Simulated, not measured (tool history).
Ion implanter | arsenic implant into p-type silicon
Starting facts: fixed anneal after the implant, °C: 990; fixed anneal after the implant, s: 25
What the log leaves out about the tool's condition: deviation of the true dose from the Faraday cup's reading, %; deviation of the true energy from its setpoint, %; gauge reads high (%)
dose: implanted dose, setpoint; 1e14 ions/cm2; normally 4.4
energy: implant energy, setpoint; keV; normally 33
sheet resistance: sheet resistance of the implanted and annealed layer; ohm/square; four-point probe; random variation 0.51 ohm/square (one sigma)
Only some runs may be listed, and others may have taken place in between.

run	hour	dose	energy	wafers since the last listed run	hours since the last dose calibration	hours since the extraction supply was calibrated	hours since the gauge calibration	read-back reference wafer on the same gauge, sheet resistance	sheet resistance
1	0	4.4	33	0	880	2671	19.9	188.89	224.54
2	16.8	4.4	33	278	896.8	2687.8	36.7	188.86	225.56
3	34.3	4.4	33	289	914.3	2705.3	54.2	189.18	224.83
4	51.9	4.4	33	291	931.9	2722.9	71.8	188.89	225.15
5	61	3.56	33	150	941	2732	80.9	188.97	264.28
6	68.6	3.56	33	125	948.6	2739.6	88.5	189.12	263.92
7	75.4	3.56	33	112	955.4	2746.4	95.3	189.09	264.74
8	86.1	4.4	30	177	966.1	2757.1	106	189.04	227.89
9	100	4.4	30	230	980	2771	119.9	189.16	228.18
10	115.4	3.62	33	255	995.4	2786.4	135.3	189.02	262.07
11	130.1	3.62	33	243	1010.1	2801.1	150	189.17	261.92
12	146.5	4.4	33	271	1026.5	2817.5	166.4	188.99	227.12
13	152.9	4.4	33	106	1032.9	2823.9	172.8	189.03	226.29
# hour 165.2: Faraday cup replaced and dose calibrated
14	165.5	4.4	33	76	0.3	2836.5	185.4	189.11	219.22
15	174.4	5.05	33	147	9.2	2845.4	194.3	189.1	197.79
16	183.2	5.15	28	145	18	2854.2	203.1	188.97	199.17
# hour 188.5: gauge calibrated
17	191.1	5.08	33	130	25.9	2862.1	2.6	188.9	196.39
18	198.3	3.62	42	119	33.1	2869.3	9.8	189.1	245.05
# hour 214.2: extraction supply calibrated
19	214.7	4.4	33	139	49.5	0.5	26.2	188.93	219.83
20	220.8	4.4	33	101	55.6	6.6	32.3	188.84	219.11
21	238.8	4.99	39	298	73.6	24.6	50.3	188.96	195.19
22	248.5	3.41	23.5	160	83.3	34.3	60	188.9	278.8
23	265.3	4.4	36	278	100.1	51.1	76.8	189.03	217.33
24	282.6	4.4	33	286	117.4	68.4	94.1	188.89	220.12
25	288.8	5.53	28	102	123.6	74.6	100.3	188.87	189.72
26	298.9	3.68	25.5	167	133.7	84.7	110.4	188.99	260.87
27	310.2	4.4	36.5	187	145	96	121.7	189.03	217.8
28	316.8	5.59	44	109	151.6	102.6	128.3	189.08	176.32
29	333.3	3.51	43.5	273	168.1	119.1	144.8	189.14	252.56
30	343.3	4.01	41.5	165	178.1	129.1	154.8	188.78	229.16
31	361.2	5.44	42	296	196	147	172.7	188.75	181.24

Run by run, hidden condition taken away, random variation retained:
run	sheet resistance
1	217.23
2	218.07
3	217.22
4	217.37
5	255.12
6	254.7
7	255.42
8	219.77
9	219.92
10	252.45
11	252.16
12	218.46
13	217.62
14	217.64
15	196.3
16	197.64
17	194.79
18	243
19	217.85
20	217.08
21	193.23
22	275.95
23	214.95
24	217.58
25	187.53
26	257.72
27	215.04
28	174
29	249.18
30	225.98
31	178.55
